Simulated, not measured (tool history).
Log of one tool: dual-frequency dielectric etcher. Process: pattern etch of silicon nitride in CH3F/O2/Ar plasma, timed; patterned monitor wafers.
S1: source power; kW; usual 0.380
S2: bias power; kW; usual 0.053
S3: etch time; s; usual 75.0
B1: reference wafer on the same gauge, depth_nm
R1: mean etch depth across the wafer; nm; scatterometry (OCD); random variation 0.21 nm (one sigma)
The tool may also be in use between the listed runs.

run	day	S1	S2	S3	B1	R1
1	0.000	0.380	0.056	75.0	51.58	48.42
# day 0.492: wet clean of the chamber
2	1.925	0.380	0.056	75.0	51.58	46.55
3	3.754	0.440	0.053	75.0	51.55	49.11
4	5.358	0.380	0.053	87.5	51.64	54.16
5	6.908	0.380	0.053	87.5	51.66	54.09
6	8.125	0.380	0.053	63.5	51.59	39.42
7	10.654	0.380	0.053	75.0	51.64	46.86
8	12.454	0.380	0.053	75.0	51.61	46.97
9	14.721	0.380	0.053	75.0	51.60	47.31
# day 17.496: upper electrode replaced
10	17.512	0.380	0.053	75.0	51.57	47.87
# day 20.933: wet clean of the chamber
11	20.954	0.380	0.053	75.0	51.62	45.33
# day 21.721: source power generator calibrated
12	21.808	0.380	0.053	75.0	51.62	45.59
13	23.871	0.350	0.053	75.0	51.62	43.96
# day 24.375: bias power generator calibrated
# day 24.900: gauge calibrated
14	25.458	0.420	0.062	75.0	51.55	49.99
15	28.058	0.380	0.053	75.0	51.63	45.88
16	29.675	0.450	0.061	66.5	51.56	46.00
17	31.946	0.410	0.053	75.0	51.61	48.15
18	34.225	0.380	0.053	75.0	51.54	47.12
19	35.846	0.290	0.053	90.0	51.60	49.51
20	37.233	0.380	0.045	68.0	51.66	40.71
21	39.904	0.380	0.053	75.0	51.60	47.51
# day 42.246: wet clean of the chamber
22	42.412	0.470	0.057	89.0	51.65	60.21
23	43.521	0.380	0.062	56.0	51.65	35.28
24	44.892	0.420	0.053	53.0	51.60	33.45
25	46.583	0.380	0.053	75.0	51.63	45.26
26	48.071	0.380	0.044	93.0	51.66	53.71
27	50.921	0.380	0.053	65.5	51.58	40.56

3 ways to go on from here, each from the tool as it stands after run 27. What would each give?
A	50.938	0.380	0.053	75.0	?	?
B	50.938	0.430	0.053	54.0	?	?
C	50.938	0.380	0.059	75.0	?	?

run	B1	R1
A	51.59	46.35
B	51.59	35.21
C	51.59	47.74
Without the tool's hidden state the same runs would have given:
run	R1
A	45.85
B	34.83
C	47.22
